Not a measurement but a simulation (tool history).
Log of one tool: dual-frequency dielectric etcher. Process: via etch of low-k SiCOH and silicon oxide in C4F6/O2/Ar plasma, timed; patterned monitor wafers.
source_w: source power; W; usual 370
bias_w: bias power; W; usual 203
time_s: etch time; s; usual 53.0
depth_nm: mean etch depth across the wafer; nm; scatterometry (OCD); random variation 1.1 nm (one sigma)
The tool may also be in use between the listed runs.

run     day  source_w  bias_w  time_s  wafers since the last listed run  hours since the last wet clean  hours since the last source power generator calibration  hours since the last bias power generator calibration  hours since the last upper electrode change  hours since the gauge calibration  read-back reference wafer on the same gauge, depth_nm  depth_nm
  1   0.000       370     203    53.0                                 0                             0.5                                                   1968.1                                                 3290.3                                       2935.1                              923.5                                                  151.6     161.8
  2   0.967       370     203    53.0                               161                            23.7                                                   1991.3                                                 3313.5                                       2958.3                              946.7                                                  152.1     162.1
  3   2.817       420     203    53.0                               308                            68.1                                                   2035.7                                                 3357.9                                       3002.7                              991.1                                                  151.9     166.1
  4   6.067       420     203    53.0                               541                           146.1                                                   2113.7                                                 3435.9                                       3080.7                             1069.1                                                  151.8     171.3
  5  10.333       370     203    59.5                               710                           248.5                                                   2216.1                                                 3538.3                                       3183.1                             1171.5                                                  151.9     186.2
  6  12.471       320     203    53.0                               356                           299.8                                                   2267.4                                                 3589.6                                       3234.4                             1222.8                                                  151.8     153.1
  7  14.621       370     203    53.0                               358                           351.4                                                   2319.0                                                 3641.2                                       3286.0                             1274.4                                                  151.8     163.5
  8  16.846       370     203    53.0                               370                           404.8                                                   2372.4                                                 3694.6                                       3339.4                             1327.8                                                  151.7     165.8
  9  20.004       300     203    53.0                               526                           480.6                                                   2448.2                                                 3770.4                                       3415.2                             1403.6                                                  152.1     153.2
 10  22.379       370     203    53.0                               395                           537.6                                                   2505.2                                                 3827.4                                       3472.2                             1460.6                                                  151.9     167.2
 11  24.392       370     203    47.5                               335                           585.9                                                   2553.5                                                 3875.7                                       3520.5                             1508.9                                                  151.7     149.8
     26.200  -- wet clean of the chamber
     26.821  -- bias power generator calibrated
 12  31.067       430     162    57.5                               917                           116.8                                                   2713.7                                                  101.9                                       3680.7                             1669.1                                                  151.7     168.5
 13  34.362       430     162    57.5                               548                           195.9                                                   2792.8                                                  181.0                                       3759.8                             1748.2                                                  152.1     171.1
 14  37.592       460     203    65.0                               537                           273.4                                                   2870.3                                                  258.5                                       3837.3                             1825.7                                                  152.0     218.2
     39.567  -- gauge calibrated
 15  40.125       400     241    60.0                               421                           334.2                                                   2931.1                                                  319.3                                       3898.1                               13.4                                                  151.8     204.7
 16  41.733       370     180    53.0                               267                           372.8                                                   2969.7                                                  357.9                                       3936.7                               52.0                                                  152.0     156.0
 17  45.658       410     160    53.0                               653                           467.0                                                   3063.9                                                  452.1                                       4030.9                              146.2                                                  151.8     155.8
 18  48.821       290     182    39.0                               526                           542.9                                                   3139.8                                                  528.0                                       4106.8                              222.1                                                  151.5     107.1
 19  51.942       370     203    53.0                               519                           617.8                                                   3214.7                                                  602.9                                       4181.7                              297.0                                                  151.9     167.8
 20  54.225       420     223    39.5                               380                           672.6                                                   3269.5                                                  657.7                                       4236.5                              351.8                                                  151.7     136.3
     56.217  -- wet clean of the chamber
 21  56.846       290     158    46.0                               269                            15.1                                                   3332.4                                                  720.6                                       4299.4                              414.7                                                  151.8     116.8
 22  59.171       370     203    53.0                               387                            70.9                                                   3388.2                                                  776.4                                       4355.2                              470.5                                                  152.0     163.2
     64.525  -- source power generator calibrated
     66.438  -- upper electrode replaced
 23  69.996       430     232    42.0                              1608                           330.7                                                    131.3                                                 1036.2                                         85.4                              730.3                                                  152.3     147.3
 24  81.717       410     244    38.5                              1952                           612.0                                                    412.6                                                 1317.5                                        366.7                             1011.6                                                  152.0     136.2
     83.604  -- wet clean of the chamber
 25  85.583       430     184    53.0                               477                            47.5                                                    505.4                                                 1410.3                                        459.5                             1104.4                                                  151.5     163.7
 26  90.017       370     243    40.5                               738                           153.9                                                    611.8                                                 1516.7                                        565.9                             1210.8                                                  152.0     134.7
 27  92.679       420     203    53.0                               443                           217.8                                                    675.7                                                 1580.6                                        629.8                             1274.7                                                  152.2     171.6
 28  96.142       370     226    53.0                               576                           300.9                                                    758.8                                                 1663.7                                        712.9                             1357.8                                                  151.9     171.5

The tool's hidden state at each run:
source power that arrives over what is set, %: 0 in every run
bias power that arrives over what is set, %: 0 in every run
gauge reads high (%): 0 in every run
H1: etch rate over this chamber's usual, %
run        H1
  1    -0.392
  2    -0.211
  3     0.136
  4     0.745
  5      1.54
  6      1.95
  7      2.35
  8      2.77
  9      3.36
 10       3.8
 11      4.18
 12  -0.00265
 13     0.615
 14      1.22
 15       1.7
 16         2
 17      2.73
 18      3.32
 19      3.91
 20      4.34
 21     0.128
 22     0.564
 23      2.59
 24      4.79
 25      1.02
 26      1.85
 27      2.35
 28         3
